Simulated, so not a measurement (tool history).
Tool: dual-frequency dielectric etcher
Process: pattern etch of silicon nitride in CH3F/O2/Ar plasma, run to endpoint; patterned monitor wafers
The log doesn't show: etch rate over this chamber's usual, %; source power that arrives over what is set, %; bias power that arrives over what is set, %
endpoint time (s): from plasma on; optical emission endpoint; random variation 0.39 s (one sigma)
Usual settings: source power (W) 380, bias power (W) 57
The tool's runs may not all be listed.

run   hour  source power (W)  bias power (W)  wafers since the last listed run  hours since the last wet clean  hours since the last source power generator calibration  hours since the last bias power generator calibration  hours since the last upper electrode change  incoming incoming film thickness, nm  endpoint time (s)
  1      0               380              57                                 0                            93.9                                                   4161.3                                                 2998.3                                       4467.8                                 27.15               45.2
  2     35               380              57                               280                           128.9                                                   4196.3                                                 3033.3                                       4502.8                                 27.19               45.3
  3   58.9               380              57                               191                           152.8                                                   4220.2                                                 3057.2                                       4526.7                                 27.05               45.2
  4   88.6               380              57                               238                           182.5                                                   4249.9                                                 3086.9                                       4556.4                                 26.96               43.9
  5  110.2               380              57                               173                           204.1                                                   4271.5                                                 3108.5                                         4578                                 27.07               45.3
  6  137.2               380              57                               216                           231.1                                                   4298.5                                                 3135.5                                         4605                                 27.13               44.6
  7  168.8               380              57                               253                           262.7                                                   4330.1                                                 3167.1                                       4636.6                                 27.04                 45
     214.2  -- upper electrode replaced
  8  214.7               380              57                               175                           308.6                                                     4376                                                   3213                                          0.5                                 27.13               44.4
  9  220.6               380              57                                47                           314.5                                                   4381.9                                                 3218.9                                          6.4                                 27.22               44.5
 10  241.3               380              57                               165                           335.2                                                   4402.6                                                 3239.6                                         27.1                                 27.05               44.2
 11  259.6               380              57                               146                           353.5                                                   4420.9                                                 3257.9                                         45.4                                 27.03               44.6
 12  282.1               380              57                               180                             376                                                   4443.4                                                 3280.4                                         67.9                                 27.22               44.5
 13  317.3               440              61                               282                           411.2                                                   4478.6                                                 3315.6                                        103.1                                  27.2               40.3
 14  335.6               290              53                               146                           429.5                                                   4496.9                                                 3333.9                                        121.4                                 27.01               51.5
     352.6  -- bias power generator calibrated
 15  363.5               480              53                               191                           457.4                                                   4524.8                                                   10.9                                        149.3                                 26.78               39.7
     405.4  -- source power generator calibrated
     422.2  -- wet clean of the chamber
 16  422.7               290              53                               307                             0.5                                                     17.3                                                   70.1                                        208.5                                 26.95               54.7
 17  423.1               460              50                                 3                             0.9                                                     17.7                                                   70.5                                        208.9                                  27.2               44.6
 18  431.3               380              57                                65                             9.1                                                     25.9                                                   78.7                                        217.1                                 27.29               47.1
 19  465.5               380              57                               274                            43.3                                                     60.1                                                  112.9                                        251.3                                 26.94               46.1
 20  501.4               290              63                               287                            79.2                                                       96                                                  148.8                                        287.2                                 27.22               51.1
 21  517.3               280              64                               127                            95.1                                                    111.9                                                  164.7                                        303.1                                 27.11               51.4
 22  544.9               470              44                               221                           122.7                                                    139.5                                                  192.3                                        330.7                                 26.91               45.9
 23  565.3               420              51                               163                           143.1                                                    159.9                                                  212.7                                        351.1                                 27.12               44.8

The next listed run, before its measurement:
 24  600.2               380              57                               279                             178                                                    194.8                                                  247.6                                          386                                 27.07                  ?

Run 24 gave endpoint time (s) 45.4.
Without the tool's hidden state the same run would have given endpoint time (s) 46.1.

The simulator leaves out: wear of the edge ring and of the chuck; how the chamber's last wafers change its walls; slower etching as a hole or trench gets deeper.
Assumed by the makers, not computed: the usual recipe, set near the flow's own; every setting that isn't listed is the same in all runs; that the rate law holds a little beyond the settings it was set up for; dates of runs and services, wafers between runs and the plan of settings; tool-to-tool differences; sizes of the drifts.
